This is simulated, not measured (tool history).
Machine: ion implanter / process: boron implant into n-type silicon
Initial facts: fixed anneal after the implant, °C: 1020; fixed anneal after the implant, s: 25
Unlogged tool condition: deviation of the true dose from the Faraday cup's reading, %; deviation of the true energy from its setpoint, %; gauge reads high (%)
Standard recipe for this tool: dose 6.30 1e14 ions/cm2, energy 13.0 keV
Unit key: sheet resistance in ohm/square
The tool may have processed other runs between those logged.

| run | hour | dose | energy | wafers since the last listed run | hours since the last dose calibration | hours since the extraction supply was calibrated | hours since the gauge calibration | read-back reference wafer on the same gauge, sheet resistance | sheet resistance |
|---|---|---|---|---|---|---|---|---|---|
| 1 | 0.0 | 7.15 | 13.0 | 0 | 213.3 | 2202.2 | 291.8 | 150.87 | 169.05 |
| 2 | 23.8 | 7.15 | 13.0 | 425 | 237.1 | 2226.0 | 315.6 | 150.80 | 168.57 |
| 3 | 41.8 | 7.15 | 13.0 | 321 | 255.1 | 2244.0 | 333.6 | 150.95 | 169.41 |
| 4 | 76.5 | 6.30 | 13.0 | 620 | 289.8 | 2278.7 | 368.3 | 150.94 | 188.49 |
| 5 | 101.7 | 6.30 | 13.0 | 450 | 315.0 | 2303.9 | 393.5 | 150.98 | 188.44 |
| 6 | 128.7 | 6.30 | 13.0 | 482 | 342.0 | 2330.9 | 420.5 | 151.05 | 188.21 |
| 7 | 151.1 | 6.30 | 13.0 | 400 | 364.4 | 2353.3 | 442.9 | 151.05 | 187.86 |
| 8 | 163.5 | 6.30 | 13.0 | 221 | 376.8 | 2365.7 | 455.3 | 151.04 | 187.09 |
| 9 | 192.6 | 6.30 | 13.0 | 520 | 405.9 | 2394.8 | 484.4 | 150.94 | 188.68 |
| 10 | 204.8 | 6.30 | 13.0 | 218 | 418.1 | 2407.0 | 496.6 | 150.91 | 187.49 |
| 11 | 236.5 | 6.30 | 13.0 | 566 | 449.8 | 2438.7 | 528.3 | 150.93 | 187.56 |
| 12 | 255.8 | 5.73 | 13.0 | 344 | 469.1 | 2458.0 | 547.6 | 151.10 | 203.40 |
| 13 | 270.7 | 6.30 | 13.0 | 266 | 484.0 | 2472.9 | 562.5 | 151.08 | 187.03 |
| 14 | 283.4 | 6.30 | 13.0 | 226 | 496.7 | 2485.6 | 575.2 | 151.02 | 187.77 |
| 15 | 306.2 | 6.30 | 13.0 | 407 | 519.5 | 2508.4 | 598.0 | 151.16 | 187.76 |
| 16 | 319.1 | 6.30 | 13.0 | 230 | 532.4 | 2521.3 | 610.9 | 151.01 | 187.72 |
| 17 | 353.2 | 6.30 | 13.0 | 609 | 566.5 | 2555.4 | 645.0 | 151.02 | 186.84 |
|  | 361.5 | gauge calibrated |
| 18 | 381.0 | 6.30 | 13.0 | 496 | 594.3 | 2583.2 | 19.5 | 151.10 | 186.87 |
| 19 | 398.9 | 6.96 | 13.0 | 319 | 612.2 | 2601.1 | 37.4 | 150.83 | 171.09 |
| 20 | 428.9 | 6.30 | 13.0 | 536 | 642.2 | 2631.1 | 67.4 | 150.88 | 186.91 |
| 21 | 447.4 | 6.30 | 13.0 | 330 | 660.7 | 2649.6 | 85.9 | 150.92 | 186.31 |
|  | 467.2 | Faraday cup replaced and dose calibrated |
| 22 | 467.7 | 7.81 | 16.5 | 219 | 0.5 | 2669.9 | 106.2 | 150.98 | 149.78 |
| 23 | 482.1 | 7.97 | 13.0 | 257 | 14.9 | 2684.3 | 120.6 | 150.97 | 150.94 |
| 24 | 499.0 | 6.30 | 13.0 | 302 | 31.8 | 2701.2 | 137.5 | 151.00 | 184.26 |
| 25 | 519.0 | 6.30 | 11.0 | 357 | 51.8 | 2721.2 | 157.5 | 151.03 | 187.81 |
|  | 540.1 | extraction supply calibrated |
| 26 | 553.0 | 7.11 | 14.5 | 464 | 85.8 | 12.9 | 191.5 | 151.05 | 165.04 |
| 27 | 568.3 | 5.57 | 16.5 | 273 | 101.1 | 28.2 | 206.8 | 151.03 | 200.32 |
| 28 | 599.0 | 7.81 | 16.5 | 548 | 131.8 | 58.9 | 237.5 | 151.02 | 149.79 |
|  | 612.9 | Faraday cup replaced and dose calibrated, repeated, since the last time left the tool worse |
| 29 | 667.7 | 7.98 | 9.5 | 1084 | 54.8 | 127.6 | 306.2 | 151.00 | 158.54 |
| 30 | 682.9 | 5.14 | 10.0 | 271 | 70.0 | 142.8 | 321.4 | 150.96 | 227.20 |
| 31 | 701.4 | 6.30 | 8.5 | 330 | 88.5 | 161.3 | 339.9 | 150.79 | 194.31 |
| 32 | 715.3 | 5.51 | 17.0 | 248 | 102.4 | 175.2 | 353.8 | 151.08 | 205.05 |
| 33 | 744.9 | 6.30 | 13.0 | 528 | 132.0 | 204.8 | 383.4 | 151.03 | 187.12 |
| 34 | 757.2 | 7.62 | 9.0 | 219 | 144.3 | 217.1 | 395.7 | 151.13 | 165.63 |
| 35 | 778.8 | 6.30 | 13.0 | 386 | 165.9 | 238.7 | 417.3 | 150.94 | 186.65 |

For some of the steps in sheet resistance from one run to the next: how much would appear even if the tool had no hidden state, given the settings, what came in and random variation, and how much remains for the hidden state plus any gauge scatter that the measured result and the result without hidden state don't share?
Run 21 -> 22: dose 6.30 -> 7.81, energy 13.0 -> 16.5, Faraday cup replaced and dose calibrated. sheet resistance -36.53 ohm/square: hidden state -1.48, all else -35.05.
Run 27 -> 28: dose 5.57 -> 7.81. sheet resistance -50.53 ohm/square: hidden state +0.80, all else -51.33.
Run 28 -> 29: dose 7.81 -> 7.98, energy 16.5 -> 9.5, Faraday cup replaced and dose calibrated, repeated, since the last time left the tool worse. sheet resistance +8.75 ohm/square: hidden state +2.33, all else +6.42.
Run 29 -> 30: dose 7.98 -> 5.14, energy 9.5 -> 10.0. sheet resistance +68.66 ohm/square: hidden state -0.23, all else +68.89.
